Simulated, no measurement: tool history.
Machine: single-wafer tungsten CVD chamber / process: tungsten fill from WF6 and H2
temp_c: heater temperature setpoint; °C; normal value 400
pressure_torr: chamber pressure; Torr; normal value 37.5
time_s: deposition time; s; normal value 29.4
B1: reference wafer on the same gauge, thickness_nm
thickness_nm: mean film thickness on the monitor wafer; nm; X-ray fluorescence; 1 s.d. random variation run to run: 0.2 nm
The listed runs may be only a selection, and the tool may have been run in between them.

Run 1, hour 0: usual settings; B1 102.126. Result: thickness_nm 87.461 nm.
Run 2, hour 60.9: usual settings; B1 102.09. Result: thickness_nm 87.458 nm.
Run 3, hour 99.9: usual settings; B1 102.106. Result: thickness_nm 87.434 nm.
Run 4, hour 171.8: usual settings; B1 102.08. Result: thickness_nm 87.267 nm.
Run 5, hour 202.3: usual settings; B1 102.167. Result: thickness_nm 86.913 nm.
Run 6, hour 247.5: usual settings; B1 102.01. Result: thickness_nm 86.89 nm.
At hour 281.8: thermocouple changed; heater temperature recalibrated.
Run 7, hour 300.8: usual settings; B1 102.12. Result: thickness_nm 88.019 nm.
Run 8, hour 360.9: usual settings; B1 102.131. Result: thickness_nm 88.061 nm.
Run 9, hour 417.2: usual settings; B1 101.993. Result: thickness_nm 87.292 nm.
Run 10, hour 488.8: usual settings; B1 102.144. Result: thickness_nm 87.668 nm.
Run 11, hour 519.5: usual settings; B1 102.093. Result: thickness_nm 87.817 nm.
At hour 545.2: showerhead replaced.
Run 12, hour 567.3: usual settings; B1 102.088. Result: thickness_nm 87.808 nm.
Run 13, hour 605.7: usual settings; B1 102.101. Result: thickness_nm 87.474 nm.
Run 14, hour 676.2: usual settings; B1 102.115. Result: thickness_nm 87.229 nm.
Run 15, hour 703.6: usual settings but temp_c 406 °C, time_s 33.7 s; B1 102.064. Result: thickness_nm 110.335 nm.
Run 16, hour 765.4: usual settings but temp_c 407 °C, pressure_torr 33.4 Torr, time_s 31.7 s; B1 102.06. Result: thickness_nm 100.099 nm.
Run 17, hour 806.9: usual settings but temp_c 405 °C, pressure_torr 40.4 Torr, time_s 24.4 s; B1 102.069. Result: thickness_nm 80.597 nm.
Run 18, hour 875.5: usual settings but pressure_torr 46.6 Torr; B1 102.068. Result: thickness_nm 95.172 nm.
Run 19, hour 909.8: usual settings but temp_c 388 °C; B1 102.201. Result: thickness_nm 71.287 nm.
Run 20, hour 968.1: usual settings but pressure_torr 32.2 Torr, time_s 32.2 s; B1 102.126. Result: thickness_nm 89.441 nm.
Run 21, hour 1029.2: usual settings but temp_c 413 °C, time_s 26.8 s; B1 102.122. Result: thickness_nm 96.168 nm.
At hour 1066.5: capacitance manometer re-zeroed and calibrated.
Run 22, hour 1067.6: usual settings; B1 102.1. Result: thickness_nm 88.055 nm.
Run 23, hour 1122.9: usual settings but time_s 25.8 s; B1 102.127. Result: thickness_nm 77.001 nm.
At hour 1152.9: gauge calibrated.
Run 24, hour 1188.3: usual settings but temp_c 387 °C, pressure_torr 28.7 Torr; B1 102.168. Result: thickness_nm 63.397 nm.
Run 25, hour 1224: usual settings but temp_c 396 °C, pressure_torr 40.6 Torr, time_s 25.7 s; B1 102.067. Result: thickness_nm 74.309 nm.
Run 26, hour 1273.7: usual settings but temp_c 406 °C; B1 102.206. Result: thickness_nm 96.375 nm.
Run 27, hour 1328.8: usual settings; B1 102.117. Result: thickness_nm 87.226 nm.
Run 28, hour 1377.1: usual settings but temp_c 405 °C, pressure_torr 32.6 Torr, time_s 35.2 s; B1 102.044. Result: thickness_nm 107.28 nm.
Run 29, hour 1412.7: usual settings but temp_c 385 °C, pressure_torr 34.9 Torr, time_s 31.5 s; B1 102.021. Result: thickness_nm 70.918 nm.
Run 30, hour 1450.3: usual settings; B1 102.088. Result: thickness_nm 87.32 nm.
Run 31, hour 1515.1: usual settings; B1 102.076. Result: thickness_nm 87.429 nm.
Run 32, hour 1552.3: usual settings but temp_c 387 °C, pressure_torr 46.2 Torr, time_s 25.5 s; B1 102.033. Result: thickness_nm 66.259 nm.
Run 33, hour 1611.9: usual settings; B1 102.1. Result: thickness_nm 87.206 nm.

Hidden state or all else? Some run-to-run changes of thickness_nm, split into what the settings, what came in and random variation would give without the hidden state, and what is left for the hidden state (with any gauge scatter that isn't in both results):
Hidden conditions of the tool in this case: wafer temperature above the value expected at the setpoint (K); true pressure above the setpoint (%); gauge reads high (%).
Run 6 -> 7: thermocouple changed; heater temperature recalibrated. thickness_nm +1.129 nm: hidden state +1.176, all else -0.047.
Run 14 -> 15: temp_c 400 -> 406, time_s 29.4 -> 33.7. thickness_nm +23.106 nm: hidden state -0.156, all else +23.262.
Run 18 -> 19: temp_c 400 -> 388, pressure_torr 46.6 -> 37.5. thickness_nm -23.885 nm: hidden state +0.124, all else -24.009.
Run 19 -> 20: temp_c 388 -> 400, pressure_torr 37.5 -> 32.2, time_s 29.4 -> 32.2. thickness_nm +18.154 nm: hidden state -0.275, all else +18.429.
Run 21 -> 22: temp_c 413 -> 400, time_s 26.8 -> 29.4, capacitance manometer re-zeroed and calibrated. thickness_nm -8.113 nm: hidden state +1.002, all else -9.115.
Run 28 -> 29: temp_c 405 -> 385, pressure_torr 32.6 -> 34.9, time_s 35.2 -> 31.5. thickness_nm -36.362 nm: hidden state +0.079, all else -36.441.
